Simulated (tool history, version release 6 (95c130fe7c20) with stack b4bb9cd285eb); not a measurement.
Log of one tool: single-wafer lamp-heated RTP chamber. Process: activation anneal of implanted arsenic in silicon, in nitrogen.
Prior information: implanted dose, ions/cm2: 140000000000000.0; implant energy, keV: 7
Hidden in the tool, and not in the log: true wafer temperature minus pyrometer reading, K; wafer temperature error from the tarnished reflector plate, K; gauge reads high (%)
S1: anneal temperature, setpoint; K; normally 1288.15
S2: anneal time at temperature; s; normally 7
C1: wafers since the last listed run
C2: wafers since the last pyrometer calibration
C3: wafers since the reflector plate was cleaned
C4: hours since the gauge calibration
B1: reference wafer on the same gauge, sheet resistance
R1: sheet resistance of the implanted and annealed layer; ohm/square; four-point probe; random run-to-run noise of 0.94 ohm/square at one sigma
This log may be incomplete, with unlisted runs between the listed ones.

Run 1, hour 0.0: usual settings; C1 0; C2 1648; C3 3836; C4 163.8; B1 638.34. Result: R1 628.38 ohm/square.
At hour 9.8: pyrometer window cleaned and pyrometer calibrated.
Run 2, hour 15.2: usual settings; C1 114; C2 86; C3 3951; C4 179.0; B1 638.46. Result: R1 627.53 ohm/square.
Run 3, hour 25.8: usual settings; C1 168; C2 254; C3 4119; C4 189.6; B1 638.83. Result: R1 628.71 ohm/square.
Run 4, hour 41.9: usual settings; C1 255; C2 510; C3 4374; C4 205.7; B1 638.93. Result: R1 629.51 ohm/square.
Run 5, hour 54.7: usual settings; C1 203; C2 713; C3 4578; C4 218.5; B1 639.05. Result: R1 628.64 ohm/square.
Run 6, hour 66.1: usual settings but S1 1265.15 K; C1 180; C2 894; C3 4759; C4 229.9; B1 639.18. Result: R1 631.85 ohm/square.
Run 7, hour 83.3: usual settings; C1 273; C2 1167; C3 5032; C4 247.1; B1 639.70. Result: R1 628.25 ohm/square.
Run 8, hour 93.7: usual settings but S1 1271.15 K; C1 165; C2 1332; C3 5197; C4 257.5; B1 640.17. Result: R1 631.60 ohm/square.
Run 9, hour 102.6: usual settings but S1 1271.15 K; C1 141; C2 1473; C3 5338; C4 266.4; B1 640.24. Result: R1 633.53 ohm/square.
Run 10, hour 113.6: usual settings but S1 1271.15 K; C1 174; C2 1648; C3 5513; C4 277.4; B1 640.44. Result: R1 633.63 ohm/square.
Run 11, hour 124.6: usual settings; C1 174; C2 1823; C3 5687; C4 288.4; B1 640.87. Result: R1 629.18 ohm/square.
At hour 134.6: pyrometer window cleaned and pyrometer calibrated.
Run 12, hour 135.1: usual settings; C1 39; C2 8; C3 5727; C4 298.9; B1 641.27. Result: R1 630.31 ohm/square.
Run 13, hour 141.2: usual settings; C1 96; C2 105; C3 5824; C4 305.0; B1 641.43. Result: R1 630.04 ohm/square.
Run 14, hour 148.9: usual settings but S1 1262.15 K; C1 122; C2 227; C3 5946; C4 312.7; B1 641.83. Result: R1 636.06 ohm/square.
Run 15, hour 161.3: usual settings but S1 1272.15 K, S2 4 s; C1 196; C2 424; C3 6143; C4 325.1; B1 642.35. Result: R1 640.15 ohm/square.
Run 16, hour 171.4: usual settings but S1 1273.15 K, S2 3 s; C1 160; C2 584; C3 6303; C4 335.2; B1 642.24. Result: R1 639.41 ohm/square.
Run 17, hour 184.9: usual settings but S1 1270.15 K, S2 4 s; C1 214; C2 799; C3 6517; C4 348.7; B1 642.77. Result: R1 639.90 ohm/square.
Run 18, hour 196.7: usual settings but S1 1269.15 K, S2 4 s; C1 187; C2 986; C3 6705; C4 360.5; B1 643.28. Result: R1 639.15 ohm/square.
At hour 213.4: reflector plate cleaned.
Run 19, hour 213.9: usual settings but S1 1265.15 K, S2 5 s; C1 146; C2 1132; C3 8; C4 377.7; B1 644.10. Result: R1 639.23 ohm/square.
Run 20, hour 219.2: usual settings but S1 1308.15 K, S2 4 s; C1 84; C2 1216; C3 92; C4 383.0; B1 644.00. Result: R1 633.52 ohm/square.
Run 21, hour 227.7: usual settings but S1 1270.15 K, S2 4 s; C1 134; C2 1351; C3 227; C4 391.5; B1 644.39. Result: R1 641.42 ohm/square.
At hour 255.3: pyrometer window cleaned and pyrometer calibrated.
Run 22, hour 265.1: usual settings; C1 466; C2 155; C3 694; C4 428.9; B1 646.10. Result: R1 634.13 ohm/square.
Run 23, hour 276.9: usual settings but S1 1266.15 K, S2 9 s; C1 187; C2 343; C3 881; C4 440.7; B1 646.63. Result: R1 637.98 ohm/square.
Run 24, hour 308.3: usual settings but S1 1310.15 K, S2 4 s; C1 498; C2 841; C3 1379; C4 472.1; B1 648.16. Result: R1 638.14 ohm/square.
At hour 309.2: gauge calibrated.
Run 25, hour 318.0: usual settings but S1 1273.15 K, S2 10 s; C1 153; C2 995; C3 1533; C4 8.8; B1 636.50. Result: R1 625.82 ohm/square.
Run 26, hour 328.4: usual settings; C1 165; C2 1160; C3 1698; C4 19.2; B1 636.50. Result: R1 625.78 ohm/square.
Run 27, hour 341.8: usual settings but S1 1304.15 K, S2 8 s; C1 212; C2 1373; C3 1911; C4 32.6; B1 636.54. Result: R1 620.21 ohm/square.
Run 28, hour 356.1: usual settings but S1 1269.15 K, S2 6 s; C1 227; C2 1600; C3 2138; C4 46.9; B1 636.74. Result: R1 632.16 ohm/square.
Run 29, hour 370.9: usual settings; C1 234; C2 1835; C3 2373; C4 61.7; B1 636.92. Result: R1 625.96 ohm/square.
At hour 385.5: pyrometer window cleaned and pyrometer calibrated.
Run 30, hour 387.0: usual settings; C1 128; C2 24; C3 2502; C4 77.8; B1 637.07. Result: R1 626.56 ohm/square.
Run 31, hour 402.6: usual settings but S2 3 s; C1 247; C2 271; C3 2749; C4 93.4; B1 637.12. Result: R1 633.98 ohm/square.
Run 32, hour 447.6: usual settings but S1 1276.15 K; C1 714; C2 986; C3 3464; C4 138.4; B1 637.40. Result: R1 630.48 ohm/square.
Run 33, hour 480.5: usual settings but S1 1277.15 K, S2 6 s; C1 522; C2 1508; C3 3986; C4 171.3; B1 638.09. Result: R1 631.43 ohm/square.
Run 34, hour 488.9: usual settings but S1 1302.15 K, S2 10 s; C1 133; C2 1641; C3 4119; C4 179.7; B1 638.21. Result: R1 620.58 ohm/square.
At hour 504.5: pyrometer window cleaned and pyrometer calibrated.
Run 35, hour 505.0: usual settings but S1 1310.15 K, S2 6 s; C1 128; C2 7; C3 4248; C4 195.8; B1 638.37. Result: R1 624.37 ohm/square.
Run 36, hour 516.9: usual settings but S1 1270.15 K, S2 4 s; C1 188; C2 196; C3 4437; C4 207.7; B1 638.76. Result: R1 636.24 ohm/square.
Run 37, hour 533.5: usual settings but S1 1313.15 K; C1 263; C2 460; C3 4700; C4 224.3; B1 639.12. Result: R1 622.04 ohm/square.

Describe how what the log doesn't record of the tool's condition differs between the last listed run preceding each entry between runs and the first listed run following it.
From run 1 to run 2: pyrometer window cleaned and pyrometer calibrated (hour 9.8)
  gauge reads high (%): 0.336 -> 0.377
  difference, measured minus the result without the unlogged condition, R1: +2.10 -> +2.36 ohm/square
From run 11 to run 12: pyrometer window cleaned and pyrometer calibrated (hour 134.6)
  gauge reads high (%): 0.779 -> 0.828
  difference, measured minus the result without the unlogged condition, R1: +4.87 -> +5.18 ohm/square
From run 18 to run 19: reflector plate cleaned (hour 213.4)
  gauge reads high (%): 1.15 -> 1.25
  difference, measured minus the result without the unlogged condition, R1: +7.25 -> +7.87 ohm/square
From run 21 to run 22: pyrometer window cleaned and pyrometer calibrated (hour 255.3)
  gauge reads high (%): 1.33 -> 1.57
  difference, measured minus the result without the unlogged condition, R1: +8.42 -> +9.81 ohm/square
From run 24 to run 25: gauge calibrated (hour 309.2)
  gauge reads high (%): 1.88 -> 0.091
  difference, measured minus the result without the unlogged condition, R1: +11.76 -> +0.57 ohm/square
From run 29 to run 30: pyrometer window cleaned and pyrometer calibrated (hour 385.5)
  gauge reads high (%): 0.12 -> 0.138
  difference, measured minus the result without the unlogged condition, R1: +0.75 -> +0.87 ohm/square
From run 34 to run 35: pyrometer window cleaned and pyrometer calibrated (hour 504.5)
  gauge reads high (%): 0.344 -> 0.392
  difference, measured minus the result without the unlogged condition, R1: +2.13 -> +2.43 ohm/square
